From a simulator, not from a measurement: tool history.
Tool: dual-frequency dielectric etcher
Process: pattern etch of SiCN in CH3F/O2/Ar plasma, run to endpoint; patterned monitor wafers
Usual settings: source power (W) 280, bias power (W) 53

| run | day | source power (W) | bias power (W) | incoming incoming film thickness, nm | endpoint time (s) |
|---|---|---|---|---|---|
| 1 | 0 | 340 | 53 | 11.07 | 34.3 |
| 2 | 2.129 | 340 | 53 | 11.11 | 35.2 |
| 3 | 4.788 | 280 | 53 | 11.07 | 39.3 |
| 4 | 6.212 | 280 | 53 | 10.99 | 38.1 |
| 5 | 8.75 | 280 | 53 | 11.14 | 39.2 |
| 6 | 10.712 | 280 | 53 | 11.13 | 39.5 |
| 7 | 13.042 | 280 | 53 | 11.04 | 38.9 |
| 8 | 19.612 | 280 | 53 | 11 | 38.4 |
| 9 | 21.904 | 280 | 53 | 11.04 | 38.6 |
| 10 | 24.671 | 280 | 62 | 11.18 | 36.6 |
| 11 | 31.704 | 280 | 53 | 11.05 | 37.9 |
| 12 | 33.629 | 280 | 53 | 11.2 | 39.1 |
| 13 | 38.067 | 280 | 53 | 11.03 | 37.4 |
| 14 | 45.092 | 280 | 53 | 11.11 | 39.1 |
| 15 | 47.712 | 280 | 53 | 11.08 | 39.2 |
| 16 | 49.692 | 280 | 53 | 11.1 | 39.8 |
| 17 | 52.442 | 280 | 53 | 11.08 | 39 |
| 18 | 53.925 | 280 | 53 | 11.15 | 40.1 |
| 19 | 59.638 | 280 | 53 | 11.16 | 39.4 |
| 20 | 62.517 | 210 | 44 | 11.08 | 51.5 |
| 21 | 65.462 | 330 | 63 | 10.96 | 32.7 |
| 22 | 67.592 | 320 | 62 | 11.01 | 34.1 |
| 23 | 69.158 | 220 | 58 | 11.07 | 43.7 |
| 24 | 71.225 | 280 | 53 | 11.1 | 39.3 |
| 25 | 73.95 | 280 | 53 | 11.08 | 38.8 |
| 26 | 75.938 | 280 | 57 | 11 | 37.5 |
| 27 | 77.717 | 280 | 53 | 11.15 | 39.2 |
| 28 | 79.529 | 230 | 53 | 11.12 | 44 |
| 29 | 81.875 | 230 | 46 | 11.12 | 46.9 |
| 30 | 83.562 | 280 | 53 | 11.04 | 38.6 |
| 31 | 85.025 | 220 | 62 | 11.06 | 42.4 |
| 32 | 87.192 | 320 | 57 | 10.95 | 34.3 |

Taken out of this log: 7 entries between the listed runs. Where each belongs, and how the hidden state differs across it:
Between runs 7 and 8: wet clean of the chamber (day 18.546)
  source power that arrives over what is set, %: 2.29 -> 2.75
  measured less the result without the state, endpoint time (s): -0.5 -> -0.6
Between runs 12 and 13: source power generator calibrated (day 34.275)
  source power that arrives over what is set, %: 3.89 -> 6.45
  measured less the result without the state, endpoint time (s): -0.9 -> -1.4
Between runs 13 and 14: wet clean of the chamber (day 39.975); source power generator calibrated, repeated, since the last time left the tool worse (day 45.025)
  source power that arrives over what is set, %: 6.45 -> -0.0174
  measured less the result without the state, endpoint time (s): -1.4 -> +0
Between runs 16 and 17: upper electrode replaced (day 52.104)
  source power that arrives over what is set, %: -0.0056 -> 0.0124
  measured less the result without the state, endpoint time (s): +0 -> +0
Between runs 18 and 19: bias power generator calibrated (day 56.575)
  source power that arrives over what is set, %: 0.0255 -> 0.0983
  measured less the result without the state, endpoint time (s): +0 -> +0
Between runs 19 and 20: wet clean of the chamber (day 62.496)
  source power that arrives over what is set, %: 0.0983 -> 0.148
  measured less the result without the state, endpoint time (s): +0 -> -0.1

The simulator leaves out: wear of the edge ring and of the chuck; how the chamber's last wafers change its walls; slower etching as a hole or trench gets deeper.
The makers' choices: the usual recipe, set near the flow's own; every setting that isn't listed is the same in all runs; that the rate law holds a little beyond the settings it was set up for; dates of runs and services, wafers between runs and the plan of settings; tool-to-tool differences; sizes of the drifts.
